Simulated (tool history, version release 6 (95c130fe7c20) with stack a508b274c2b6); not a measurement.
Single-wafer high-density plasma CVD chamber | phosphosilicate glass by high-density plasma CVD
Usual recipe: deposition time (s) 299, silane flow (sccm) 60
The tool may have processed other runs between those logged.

run     day  deposition time (s)  silane flow (sccm)  read-back reference wafer on the same gauge, thickness_nm  mean film thickness on the monitor wafer (angstrom)
  1   0.000                  299                  60                                                   1929.887                                             19128.35
  2   1.733                  273                  52                                                   1929.278                                             15137.62
  3   4.312                  256                  54                                                   1928.197                                             14778.91
  4   5.429                  256                  54                                                   1928.420                                             14926.09
  5   7.979                  299                  53                                                   1929.145                                             17062.93
  6   8.996                  299                  53                                                   1933.507                                             17064.80
  7  11.662                  299                  53                                                   1928.250                                             17016.93
  8  12.662                  299                  60                                                   1926.507                                             19334.93
  9  14.233                  299                  60                                                   1925.704                                             19165.13
 10  16.500                  299                  60                                                   1929.702                                             19427.55
 11  18.600                  299                  60                                                   1928.755                                             19451.26
 12  21.042                  299                  60                                                   1928.762                                             19239.94
 13  23.888                  299                  60                                                   1926.253                                             19417.37
 14  26.467                  299                  57                                                   1930.001                                             18468.99
 15  28.812                  299                  57                                                   1929.884                                             18552.67
 16  31.529                  266                  60                                                   1931.577                                             17337.52
 17  34.204                  266                  60                                                   1932.914                                             17428.68
     35.338  -- gauge calibrated
 18  36.208                  266                  60                                                   1931.241                                             17347.03
 19  37.708                  324                  60                                                   1928.609                                             21172.91
 20  40.692                  299                  60                                                   1932.048                                             19438.64
 21  42.525                  299                  60                                                   1931.455                                             19592.22
     44.096  -- silane flow controller replaced
 22  45.388                  247                  53                                                   1933.093                                             13361.49
 23  47.762                  322                  60                                                   1930.382                                             19860.68
 24  49.242                  324                  60                                                   1929.967                                             20001.06
 25  51.767                  327                  49                                                   1928.945                                             16433.34
 26  54.329                  299                  60                                                   1927.233                                             18498.47
 27  56.983                  280                  68                                                   1929.311                                             19433.34
 28  59.212                  345                  60                                                   1925.704                                             21118.43
 29  60.338                  256                  54                                                   1929.818                                             14100.71
 30  62.038                  352                  64                                                   1928.820                                             23118.80
 31  63.321                  328                  67                                                   1930.725                                             22553.40
 32  64.504                  318                  60                                                   1930.812                                             19710.82
 33  65.908                  275                  72                                                   1929.543                                             20209.91
 34  67.846                  330                  55                                                   1927.647                                             18584.70
 35  68.933                  299                  60                                                   1931.580                                             18432.26
 36  70.658                  271                  60                                                   1929.304                                             16774.08
 37  73.329                  262                  71                                                   1930.995                                             19108.17
 38  75.483                  299                  56                                                   1931.712                                             17077.24
 39  76.654                  241                  71                                                   1926.499                                             17596.81
 40  79.146                  299                  60                                                   1927.133                                             18525.44
 41  81.146                  266                  67                                                   1932.076                                             18243.81
 42  82.462                  247                  66                                                   1930.291                                             16707.72
 43  83.725                  357                  72                                                   1931.430                                             26257.60

State the hidden condition of the tool at each of the runs:
gauge reads high (%): 0 on each run
H1: delivered silane flow above the setpoint (%)
run      H1
  1    3.51
  2    3.58
  3    3.69
  4    3.74
  5    3.85
  6    3.89
  7    4.01
  8    4.05
  9    4.12
 10    4.23
 11    4.32
 12    4.44
 13    4.57
 14     4.7
 15    4.81
 16    4.95
 17    5.08
 18    5.18
 19    5.26
 20    5.42
 21    5.51
 22  -0.802
 23    -0.8
 24  -0.799
 25  -0.794
 26  -0.788
 27  -0.779
 28  -0.771
 29  -0.766
 30  -0.758
 31  -0.751
 32  -0.744
 33  -0.736
 34  -0.724
 35  -0.717
 36  -0.704
 37  -0.684
 38  -0.666
 39  -0.655
 40  -0.632
 41  -0.612
 42  -0.598
 43  -0.584

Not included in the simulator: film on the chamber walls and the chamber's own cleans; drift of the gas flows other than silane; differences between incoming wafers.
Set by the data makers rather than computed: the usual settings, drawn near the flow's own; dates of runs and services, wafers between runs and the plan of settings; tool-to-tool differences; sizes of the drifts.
